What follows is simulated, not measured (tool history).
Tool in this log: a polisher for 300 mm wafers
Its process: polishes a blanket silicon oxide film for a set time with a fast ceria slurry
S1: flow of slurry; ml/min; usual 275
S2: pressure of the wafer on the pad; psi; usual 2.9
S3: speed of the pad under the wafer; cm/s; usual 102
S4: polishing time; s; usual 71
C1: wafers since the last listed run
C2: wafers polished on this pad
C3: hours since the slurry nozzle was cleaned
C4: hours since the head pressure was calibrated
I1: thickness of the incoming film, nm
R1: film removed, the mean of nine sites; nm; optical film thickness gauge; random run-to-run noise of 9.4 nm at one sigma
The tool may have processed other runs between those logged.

| run | hour | S1 | S2 | S3 | S4 | C1 | C2 | C3 | C4 | I1 | R1 |
|---|---|---|---|---|---|---|---|---|---|---|---|
| 1 | 0.0 | 345 | 2.9 | 102 | 71 | 0 | 870 | 140.4 | 394.0 | 3248.8 | 1155.6 |
| 2 | 15.0 | 345 | 2.9 | 102 | 71 | 128 | 999 | 155.4 | 409.0 | 3350.9 | 1157.9 |
| 3 | 30.7 | 345 | 2.9 | 102 | 71 | 134 | 1133 | 171.1 | 424.7 | 3309.7 | 1170.9 |
| 4 | 41.0 | 275 | 2.9 | 88 | 86 | 88 | 1221 | 181.4 | 435.0 | 3294.4 | 1186.9 |
|  | 50.2 | worn pad replaced by a new one |
| 5 | 51.9 | 275 | 2.9 | 88 | 86 | 59 | 14 | 192.3 | 445.9 | 3289.1 | 1187.1 |
| 6 | 59.2 | 275 | 2.9 | 88 | 86 | 62 | 77 | 199.6 | 453.2 | 3362.5 | 1186.6 |
| 7 | 74.4 | 275 | 2.9 | 88 | 71 | 130 | 207 | 214.8 | 468.4 | 3289.7 | 977.1 |
| 8 | 84.6 | 275 | 2.9 | 88 | 71 | 87 | 294 | 225.0 | 478.6 | 3300.6 | 980.4 |
| 9 | 92.0 | 275 | 2.9 | 102 | 71 | 63 | 358 | 232.4 | 486.0 | 3352.1 | 1147.5 |
| 10 | 100.8 | 275 | 2.9 | 102 | 64 | 75 | 433 | 241.2 | 494.8 | 3291.2 | 1006.2 |
| 11 | 118.3 | 275 | 2.9 | 102 | 64 | 149 | 583 | 258.7 | 512.3 | 3336.1 | 1003.3 |
| 12 | 126.5 | 275 | 2.9 | 102 | 71 | 70 | 653 | 266.9 | 520.5 | 3347.5 | 1110.3 |
| 13 | 141.2 | 360 | 3.2 | 120 | 94 | 125 | 779 | 281.6 | 535.2 | 3263.7 | 1964.1 |
| 14 | 149.6 | 275 | 2.9 | 102 | 71 | 71 | 851 | 290.0 | 543.6 | 3262.0 | 1120.1 |
|  | 155.0 | head pressure recalibrated |
| 15 | 158.8 | 185 | 3.5 | 86 | 71 | 61 | 912 | 299.2 | 3.8 | 3296.1 | 1069.6 |
| 16 | 172.4 | 305 | 2.9 | 84 | 71 | 116 | 1029 | 312.8 | 17.4 | 3321.8 | 937.3 |
|  | 177.3 | slurry nozzle cleaned |
| 17 | 181.8 | 275 | 2.6 | 72 | 71 | 71 | 1101 | 4.5 | 26.8 | 3330.9 | 719.3 |
|  | 197.6 | worn pad replaced by a new one |
| 18 | 198.1 | 275 | 2.9 | 102 | 71 | 105 | 4 | 20.8 | 43.1 | 3287.3 | 1145.6 |
| 19 | 237.7 | 275 | 3.5 | 102 | 86 | 339 | 343 | 60.4 | 82.7 | 3257.3 | 1674.6 |
| 20 | 247.2 | 220 | 3.2 | 120 | 71 | 81 | 424 | 69.9 | 92.2 | 3366.1 | 1460.8 |

4 ways to go on from here, each from the tool as it stands after run 20. What would each give?
| A | 247.6 | 275 | 3.5 | 102 | 71 | 3 | 428 | 70.3 | 92.6 | 3327.8 | ? |
| B | 247.6 | 225 | 2.9 | 88 | 71 | 3 | 428 | 70.3 | 92.6 | 3327.8 | ? |
| C | 247.6 | 180 | 2.0 | 130 | 58 | 3 | 428 | 70.3 | 92.6 | 3327.8 | ? |
| D | 247.6 | 325 | 2.9 | 124 | 71 | 3 | 428 | 70.3 | 92.6 | 3327.8 | ? |

| run | R1 |
|---|---|
| A | 1397.2 |
| B | 977.1 |
| C | 790.3 |
| D | 1429.7 |
Take away the tool's hidden state, keep each run's random variation, and the runs would have read:
| run | R1 |
|---|---|
| A | 1414.5 |
| B | 991.5 |
| C | 804.4 |
| D | 1445.0 |

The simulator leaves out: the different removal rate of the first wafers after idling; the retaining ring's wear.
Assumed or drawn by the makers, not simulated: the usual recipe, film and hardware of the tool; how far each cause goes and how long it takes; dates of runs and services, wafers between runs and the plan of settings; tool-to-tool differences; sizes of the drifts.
